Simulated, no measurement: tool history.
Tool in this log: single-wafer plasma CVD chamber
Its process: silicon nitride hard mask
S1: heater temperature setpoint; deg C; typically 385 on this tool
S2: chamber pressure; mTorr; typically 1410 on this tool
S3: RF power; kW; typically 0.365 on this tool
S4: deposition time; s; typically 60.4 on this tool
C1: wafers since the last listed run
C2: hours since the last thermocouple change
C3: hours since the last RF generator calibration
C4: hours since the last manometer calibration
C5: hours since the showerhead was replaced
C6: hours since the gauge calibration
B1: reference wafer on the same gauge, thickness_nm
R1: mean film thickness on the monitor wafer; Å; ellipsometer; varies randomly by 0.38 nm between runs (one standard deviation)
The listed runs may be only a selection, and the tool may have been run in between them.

Run 1, day 0.000: usual settings; C1 0; C2 2387.0; C3 498.9; C4 454.0; C5 3820.2; C6 578.6; B1 78.311. Result: R1 729.44 Å.
Run 2, day 0.883: usual settings; C1 274; C2 2408.2; C3 520.1; C4 475.2; C5 3841.4; C6 599.8; B1 78.282. Result: R1 731.12 Å.
Run 3, day 2.275: usual settings; C1 432; C2 2441.6; C3 553.5; C4 508.6; C5 3874.8; C6 633.2; B1 78.212. Result: R1 729.09 Å.
Run 4, day 3.633: usual settings; C1 421; C2 2474.2; C3 586.1; C4 541.2; C5 3907.4; C6 665.8; B1 78.267. Result: R1 720.71 Å.
Run 5, day 4.929: usual settings; C1 402; C2 2505.3; C3 617.2; C4 572.3; C5 3938.5; C6 696.9; B1 78.436. Result: R1 717.83 Å.
Run 6, day 6.171: usual settings; C1 385; C2 2535.1; C3 647.0; C4 602.1; C5 3968.3; C6 726.7; B1 78.208. Result: R1 723.18 Å.
Run 7, day 6.767: usual settings; C1 184; C2 2549.4; C3 661.3; C4 616.4; C5 3982.6; C6 741.0; B1 78.208. Result: R1 714.32 Å.
Run 8, day 7.808: usual settings but S2 1140 mTorr; C1 323; C2 2574.4; C3 686.3; C4 641.4; C5 4007.6; C6 766.0; B1 78.230. Result: R1 693.06 Å.
Run 9, day 9.171: usual settings but S2 1140 mTorr; C1 422; C2 2607.1; C3 719.0; C4 674.1; C5 4040.3; C6 798.7; B1 78.274. Result: R1 691.88 Å.
Run 10, day 10.275: usual settings; C1 342; C2 2633.6; C3 745.5; C4 700.6; C5 4066.8; C6 825.2; B1 78.232. Result: R1 725.42 Å.
Run 11, day 10.988: usual settings; C1 221; C2 2650.7; C3 762.6; C4 717.7; C5 4083.9; C6 842.3; B1 78.010. Result: R1 726.12 Å.
Run 12, day 11.500: usual settings; C1 159; C2 2663.0; C3 774.9; C4 730.0; C5 4096.2; C6 854.6; B1 78.379. Result: R1 718.93 Å.
At day 11.883: RF generator calibrated.
Run 13, day 12.662: usual settings but S1 372 deg C, S2 1140 mTorr; C1 257; C2 2690.9; C3 18.7; C4 757.9; C5 4124.1; C6 882.5; B1 78.347. Result: R1 718.74 Å.
At day 13.408: gauge calibrated.
Run 14, day 13.629: usual settings; C1 300; C2 2714.1; C3 41.9; C4 781.1; C5 4147.3; C6 5.3; B1 78.299. Result: R1 738.53 Å.
Run 15, day 15.004: usual settings but S3 0.295 kW; C1 426; C2 2747.1; C3 74.9; C4 814.1; C5 4180.3; C6 38.3; B1 78.253. Result: R1 669.59 Å.
Run 16, day 15.792: usual settings but S1 370 deg C, S3 0.405 kW, S4 63.6 s; C1 244; C2 2766.0; C3 93.8; C4 833.0; C5 4199.2; C6 57.2; B1 78.249. Result: R1 825.05 Å.
Run 17, day 16.796: usual settings but S1 394 deg C, S2 1310 mTorr; C1 311; C2 2790.1; C3 117.9; C4 857.1; C5 4223.3; C6 81.3; B1 78.208. Result: R1 718.83 Å.
Run 18, day 17.912: usual settings but S2 1510 mTorr; C1 346; C2 2816.9; C3 144.7; C4 883.9; C5 4250.1; C6 108.1; B1 78.368. Result: R1 750.34 Å.
Run 19, day 18.421: usual settings; C1 157; C2 2829.1; C3 156.9; C4 896.1; C5 4262.3; C6 120.3; B1 78.354. Result: R1 730.15 Å.
At day 18.983: showerhead replaced.
Run 20, day 19.358: usual settings but S2 1290 mTorr; C1 187; C2 2851.6; C3 179.4; C4 918.6; C5 9.0; C6 142.8; B1 78.295. Result: R1 726.06 Å.
At day 20.633: capacitance manometer re-zeroed and calibrated.
At day 21.088: thermocouple changed; heater temperature recalibrated.
Run 21, day 23.117: usual settings but S1 378 deg C, S2 1750 mTorr, S3 0.295 kW; C1 959; C2 48.7; C3 269.6; C4 59.6; C5 99.2; C6 233.0; B1 78.230. Result: R1 691.72 Å.
Run 22, day 24.133: usual settings but S3 0.435 kW; C1 315; C2 73.1; C3 294.0; C4 84.0; C5 123.6; C6 257.4; B1 78.230. Result: R1 794.54 Å.
Run 23, day 28.221: usual settings; C1 1268; C2 171.2; C3 392.1; C4 182.1; C5 221.7; C6 355.5; B1 78.239. Result: R1 722.83 Å.
Run 24, day 29.642: usual settings; C1 441; C2 205.3; C3 426.2; C4 216.2; C5 255.8; C6 389.6; B1 78.464. Result: R1 728.40 Å.
Run 25, day 30.212: usual settings but S3 0.410 kW, S4 53.3 s; C1 177; C2 219.0; C3 439.9; C4 229.9; C5 269.5; C6 403.3; B1 78.429. Result: R1 673.03 Å.
Run 26, day 30.912: usual settings but S1 398 deg C, S2 1220 mTorr; C1 217; C2 235.8; C3 456.7; C4 246.7; C5 286.3; C6 420.1; B1 78.284. Result: R1 708.88 Å.
Run 27, day 32.233: usual settings but S3 0.430 kW, S4 48.7 s; C1 410; C2 267.5; C3 488.4; C4 278.4; C5 318.0; C6 451.8; B1 78.367. Result: R1 629.71 Å.
Run 28, day 33.696: usual settings; C1 454; C2 302.6; C3 523.5; C4 313.5; C5 353.1; C6 486.9; B1 78.373. Result: R1 726.13 Å.

Run 29 comes next. What will it give?
Run 29, day 34.388: usual settings; C1 214; C2 319.2; C3 540.1; C4 330.1; C5 369.7; C6 503.5; B1 ?. Result: R1 ?.

For run 29 the tool returned B1 78.230, R1 730.03 Å.
The same run, on a tool lacking any hidden state, would have yielded R1 742.99 Å.
